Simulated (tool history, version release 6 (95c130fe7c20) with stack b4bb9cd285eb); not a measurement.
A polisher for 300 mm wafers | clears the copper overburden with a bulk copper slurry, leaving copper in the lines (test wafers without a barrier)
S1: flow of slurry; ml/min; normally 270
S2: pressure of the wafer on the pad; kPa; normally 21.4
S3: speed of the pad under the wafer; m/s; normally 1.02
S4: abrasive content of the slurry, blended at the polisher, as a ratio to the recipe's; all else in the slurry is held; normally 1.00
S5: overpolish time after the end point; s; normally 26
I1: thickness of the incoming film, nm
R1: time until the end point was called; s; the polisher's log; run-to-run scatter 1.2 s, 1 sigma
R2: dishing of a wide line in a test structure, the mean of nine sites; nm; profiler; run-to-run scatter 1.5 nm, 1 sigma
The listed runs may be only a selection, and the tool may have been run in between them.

{"run": 1, "hour": 0.0, "S1": 270, "S2": 24.1, "S3": 1.02, "S4": 1.0, "S5": 26, "I1": 1045.1, "R1": 81.8, "R2": 102.3}
{"run": 2, "hour": 41.7, "S1": 270, "S2": 24.1, "S3": 1.02, "S4": 1.0, "S5": 26, "I1": 1032.3, "R1": 81.7, "R2": 99.3}
{"run": 3, "hour": 98.9, "S1": 270, "S2": 24.1, "S3": 1.02, "S4": 1.0, "S5": 26, "I1": 1039.7, "R1": 81.2, "R2": 100.8}
{"run": 4, "hour": 136.3, "S1": 270, "S2": 21.4, "S3": 1.02, "S4": 1.0, "S5": 26, "I1": 1019.3, "R1": 91.8, "R2": 97.1}
{"run": 5, "hour": 187.7, "S1": 205, "S2": 21.4, "S3": 1.02, "S4": 1.0, "S5": 38, "I1": 1051.5, "R1": 98.0, "R2": 101.7}
{"hour": 196.7, "done": "worn pad replaced by a new one"}
{"run": 6, "hour": 238.1, "S1": 295, "S2": 21.4, "S3": 1.02, "S4": 1.0, "S5": 26, "I1": 1050.1, "R1": 95.3, "R2": 94.3}
{"run": 7, "hour": 320.8, "S1": 270, "S2": 21.4, "S3": 1.28, "S4": 1.0, "S5": 26, "I1": 1034.6, "R1": 75.1, "R2": 98.4}
{"run": 8, "hour": 403.6, "S1": 270, "S2": 21.4, "S3": 1.02, "S4": 1.0, "S5": 38, "I1": 1030.7, "R1": 95.6, "R2": 101.3}
{"run": 9, "hour": 464.2, "S1": 270, "S2": 24.1, "S3": 1.02, "S4": 1.0, "S5": 26, "I1": 1053.5, "R1": 85.9, "R2": 98.5}
{"run": 10, "hour": 555.5, "S1": 270, "S2": 21.4, "S3": 1.02, "S4": 1.0, "S5": 26, "I1": 1022.5, "R1": 95.0, "R2": 94.4}
{"run": 11, "hour": 654.7, "S1": 270, "S2": 21.4, "S3": 0.68, "S4": 1.0, "S5": 26, "I1": 1042.7, "R1": 151.5, "R2": 79.8}
{"hour": 685.8, "done": "slurry blender recalibrated"}
{"hour": 685.9, "done": "slurry nozzle cleaned"}
{"run": 12, "hour": 710.7, "S1": 270, "S2": 24.8, "S3": 1.16, "S4": 1.15, "S5": 26, "I1": 1041.2, "R1": 65.8, "R2": 107.6}
{"run": 13, "hour": 812.0, "S1": 270, "S2": 21.4, "S3": 1.02, "S4": 1.0, "S5": 26, "I1": 1028.3, "R1": 90.4, "R2": 92.3}
{"run": 14, "hour": 897.9, "S1": 180, "S2": 21.4, "S3": 1.02, "S4": 1.0, "S5": 26, "I1": 1023.4, "R1": 97.4, "R2": 92.2}
{"hour": 911.0, "done": "worn pad replaced by a new one"}
{"run": 15, "hour": 948.7, "S1": 270, "S2": 21.4, "S3": 1.02, "S4": 1.0, "S5": 26, "I1": 1034.9, "R1": 93.9, "R2": 93.7}
{"run": 16, "hour": 1047.7, "S1": 270, "S2": 21.4, "S3": 0.84, "S4": 1.25, "S5": 39, "I1": 1040.9, "R1": 106.2, "R2": 100.4}
{"run": 17, "hour": 1096.3, "S1": 270, "S2": 21.4, "S3": 1.2, "S4": 1.0, "S5": 26, "I1": 1039.9, "R1": 81.5, "R2": 96.3}
{"hour": 1146.8, "done": "head pressure recalibrated"}
{"run": 18, "hour": 1197.2, "S1": 270, "S2": 21.4, "S3": 1.02, "S4": 1.0, "S5": 26, "I1": 1054.2, "R1": 96.0, "R2": 92.8}
{"run": 19, "hour": 1263.4, "S1": 270, "S2": 19.3, "S3": 1.02, "S4": 1.0, "S5": 26, "I1": 1026.4, "R1": 106.2, "R2": 91.3}
{"run": 20, "hour": 1347.8, "S1": 270, "S2": 21.4, "S3": 1.02, "S4": 1.0, "S5": 26, "I1": 1030.9, "R1": 94.3, "R2": 93.0}
{"hour": 1351.3, "done": "slurry blender recalibrated"}
{"run": 21, "hour": 1435.5, "S1": 270, "S2": 21.4, "S3": 1.02, "S4": 1.0, "S5": 26, "I1": 1027.7, "R1": 94.8, "R2": 93.8}
{"hour": 1534.5, "done": "slurry nozzle cleaned"}
{"hour": 1589.1, "done": "worn pad replaced by a new one"}
{"run": 22, "hour": 1591.6, "S1": 330, "S2": 21.4, "S3": 1.02, "S4": 0.9, "S5": 20, "I1": 1025.8, "R1": 92.1, "R2": 86.2}
{"run": 23, "hour": 1634.0, "S1": 270, "S2": 21.4, "S3": 1.02, "S4": 1.0, "S5": 33, "I1": 1033.1, "R1": 91.9, "R2": 99.6}
{"run": 24, "hour": 1724.7, "S1": 270, "S2": 21.4, "S3": 0.86, "S4": 1.0, "S5": 26, "I1": 1044.2, "R1": 112.3, "R2": 91.4}
{"run": 25, "hour": 1825.2, "S1": 185, "S2": 16.5, "S3": 1.02, "S4": 1.15, "S5": 13, "I1": 1024.2, "R1": 117.7, "R2": 58.6}
{"run": 26, "hour": 1870.2, "S1": 365, "S2": 16.5, "S3": 1.02, "S4": 0.9, "S5": 40, "I1": 1046.4, "R1": 123.1, "R2": 88.0}
{"run": 27, "hour": 1948.4, "S1": 270, "S2": 21.4, "S3": 1.02, "S4": 1.25, "S5": 26, "I1": 1055.0, "R1": 88.2, "R2": 96.0}

Predict each of these 5 candidate next runs independently; none follows another, all start after run 27:
{"run": "A", "hour": 1948.9, "S1": 270, "S2": 21.4, "S3": 0.92, "S4": 1.0, "S5": 26, "I1": 1019.8, "R1": "?", "R2": "?"}
{"run": "B", "hour": 1948.9, "S1": 185, "S2": 25.5, "S3": 1.02, "S4": 0.9, "S5": 26, "I1": 1019.8, "R1": "?", "R2": "?"}
{"run": "C", "hour": 1948.9, "S1": 205, "S2": 21.4, "S3": 1.02, "S4": 1.0, "S5": 26, "I1": 1019.8, "R1": "?", "R2": "?"}
{"run": "D", "hour": 1948.9, "S1": 220, "S2": 21.4, "S3": 1.02, "S4": 1.0, "S5": 26, "I1": 1019.8, "R1": "?", "R2": "?"}
{"run": "E", "hour": 1948.9, "S1": 180, "S2": 17.2, "S3": 1.32, "S4": 0.8, "S5": 26, "I1": 1019.8, "R1": "?", "R2": "?"}

run=A R1=103.5 R2=90.3
run=B R1=87.0 R2=99.9
run=C R1=97.7 R2=92.0
run=D R1=96.5 R2=92.3
run=E R1=105.0 R2=84.5
Without the tool's hidden state the same runs would have given:
run=A R1=100.4 R2=91.2
run=B R1=83.1 R2=101.2
run=C R1=93.8 R2=93.1
run=D R1=92.8 R2=93.4
run=E R1=100.1 R2=85.7

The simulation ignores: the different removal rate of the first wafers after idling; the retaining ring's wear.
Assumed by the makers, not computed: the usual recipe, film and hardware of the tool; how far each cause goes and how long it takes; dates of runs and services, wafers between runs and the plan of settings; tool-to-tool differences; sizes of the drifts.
